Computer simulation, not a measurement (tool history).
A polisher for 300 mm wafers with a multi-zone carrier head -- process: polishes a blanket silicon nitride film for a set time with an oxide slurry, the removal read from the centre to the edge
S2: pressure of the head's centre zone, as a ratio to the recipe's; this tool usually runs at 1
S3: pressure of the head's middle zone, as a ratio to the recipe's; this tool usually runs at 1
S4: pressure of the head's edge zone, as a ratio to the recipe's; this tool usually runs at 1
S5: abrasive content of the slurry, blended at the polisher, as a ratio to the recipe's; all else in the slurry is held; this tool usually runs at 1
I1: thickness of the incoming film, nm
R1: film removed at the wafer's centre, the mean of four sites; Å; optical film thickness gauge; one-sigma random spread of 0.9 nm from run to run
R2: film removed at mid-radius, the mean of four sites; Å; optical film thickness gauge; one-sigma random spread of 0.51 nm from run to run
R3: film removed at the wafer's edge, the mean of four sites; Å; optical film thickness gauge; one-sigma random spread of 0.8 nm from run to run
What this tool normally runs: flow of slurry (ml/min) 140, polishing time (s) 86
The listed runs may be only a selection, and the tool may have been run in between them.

run 1 hour=0 | flow_of_slurry_(ml/min)=140 S2=1 S3=1 S4=1 S5=1.15 polishing_time_(s)=86 | I1=518.6 | R1=985 R2=897 R3=891
run 2 hour=12.5 | flow_of_slurry_(ml/min)=140 S2=1 S3=1 S4=1 S5=1.15 polishing_time_(s)=86 | I1=525.9 | R1=999 R2=898 R3=916
run 3 hour=27.7 | flow_of_slurry_(ml/min)=140 S2=1 S3=1 S4=1 S5=1.15 polishing_time_(s)=86 | I1=515.7 | R1=1005 R2=895 R3=887
-- hour=34.5 worn pad replaced by a new one
run 4 hour=61.7 | flow_of_slurry_(ml/min)=140 S2=1 S3=1 S4=1 S5=1.05 polishing_time_(s)=86 | I1=525.1 | R1=975 R2=872 R3=862
-- hour=64.5 edge zone pressure recalibrated
run 5 hour=83.2 | flow_of_slurry_(ml/min)=140 S2=1 S3=1 S4=1 S5=1.05 polishing_time_(s)=86 | I1=511.6 | R1=948 R2=849 R3=857
run 6 hour=103.4 | flow_of_slurry_(ml/min)=140 S2=1 S3=1 S4=1 S5=1 polishing_time_(s)=86 | I1=526.1 | R1=934 R2=833 R3=849
run 7 hour=124.2 | flow_of_slurry_(ml/min)=140 S2=1 S3=1 S4=1 S5=1 polishing_time_(s)=86 | I1=524.2 | R1=932 R2=842 R3=852
run 8 hour=140.9 | flow_of_slurry_(ml/min)=140 S2=1 S3=1 S4=1 S5=1 polishing_time_(s)=86 | I1=520.5 | R1=935 R2=842 R3=838
-- hour=155.9 slurry nozzle cleaned
run 9 hour=162.6 | flow_of_slurry_(ml/min)=140 S2=1 S3=1.03 S4=1 S5=1 polishing_time_(s)=86 | I1=529.2 | R1=941 R2=855 R3=841
-- hour=171.6 centre zone pressure recalibrated
-- hour=174.9 worn pad replaced by a new one
run 10 hour=186.5 | flow_of_slurry_(ml/min)=115 S2=1 S3=1 S4=1 S5=1 polishing_time_(s)=115 | I1=528.1 | R1=1097 R2=1084 R3=1083
run 11 hour=209.8 | flow_of_slurry_(ml/min)=140 S2=1.11 S3=1 S4=1 S5=1 polishing_time_(s)=86 | I1=523.8 | R1=964 R2=847 R3=847
run 12 hour=232.5 | flow_of_slurry_(ml/min)=140 S2=1 S3=1 S4=1 S5=1 polishing_time_(s)=86 | I1=517.9 | R1=886 R2=847 R3=836
run 13 hour=264.3 | flow_of_slurry_(ml/min)=140 S2=1 S3=0.93 S4=1 S5=1.1 polishing_time_(s)=86 | I1=519.9 | R1=926 R2=829 R3=887
run 14 hour=280.5 | flow_of_slurry_(ml/min)=140 S2=1 S3=1 S4=1 S5=1 polishing_time_(s)=86 | I1=523.1 | R1=898 R2=847 R3=848
-- hour=289.1 worn pad replaced by a new one
-- hour=317.8 carrier head's membrane replaced by a new one
run 15 hour=318.3 | flow_of_slurry_(ml/min)=155 S2=1 S3=0.94 S4=0.97 S5=1 polishing_time_(s)=70 | I1=527.8 | R1=752 R2=660 R3=679
run 16 hour=338.5 | flow_of_slurry_(ml/min)=105 S2=1 S3=1 S4=1.11 S5=1 polishing_time_(s)=86 | I1=520.7 | R1=853 R2=789 R3=846
run 17 hour=353.1 | flow_of_slurry_(ml/min)=140 S2=1 S3=0.89 S4=1 S5=1 polishing_time_(s)=86 | I1=514.5 | R1=924 R2=762 R3=842
run 18 hour=387.3 | flow_of_slurry_(ml/min)=140 S2=1 S3=1 S4=1 S5=1 polishing_time_(s)=86 | I1=508.6 | R1=918 R2=841 R3=836
run 19 hour=401.7 | flow_of_slurry_(ml/min)=140 S2=1 S3=1 S4=1 S5=1 polishing_time_(s)=86 | I1=521 | R1=925 R2=841 R3=836
-- hour=410.7 worn pad replaced by a new one
run 20 hour=436.5 | flow_of_slurry_(ml/min)=140 S2=1 S3=1.1 S4=1 S5=1 polishing_time_(s)=86 | I1=522.5 | R1=949 R2=913 R3=844
run 21 hour=471.3 | flow_of_slurry_(ml/min)=140 S2=1 S3=1 S4=1 S5=1.15 polishing_time_(s)=86 | I1=519.1 | R1=980 R2=886 R3=890
run 22 hour=495.3 | flow_of_slurry_(ml/min)=140 S2=1.09 S3=1 S4=0.91 S5=1.1 polishing_time_(s)=86 | I1=510.4 | R1=1067 R2=876 R3=835

Forecast each of these 4 alternatives for the next run:
run A hour=495.7 | flow_of_slurry_(ml/min)=140 S2=1 S3=1.06 S4=1 S5=1 polishing_time_(s)=86 | I1=511.5 | R1=? R2=? R3=?
run B hour=495.7 | flow_of_slurry_(ml/min)=140 S2=1 S3=1 S4=1 S5=1 polishing_time_(s)=75 | I1=511.5 | R1=? R2=? R3=?
run C hour=495.7 | flow_of_slurry_(ml/min)=140 S2=1 S3=1 S4=0.93 S5=1.15 polishing_time_(s)=86 | I1=511.5 | R1=? R2=? R3=?
run D hour=495.7 | flow_of_slurry_(ml/min)=140 S2=1.11 S3=1 S4=1 S5=0.85 polishing_time_(s)=86 | I1=511.5 | R1=? R2=? R3=?

run=A R1=941 R2=881 R3=851
run=B R1=820 R2=732 R3=743
run=C R1=1001 R2=893 R3=876
run=D R1=963 R2=774 R3=786
Stripped of hidden state, with their random variation kept, the same runs would have yielded:
run=A R1=853 R2=882 R3=851
run=B R1=743 R2=732 R3=743
run=C R1=908 R2=894 R3=876
run=D R1=874 R2=774 R3=786
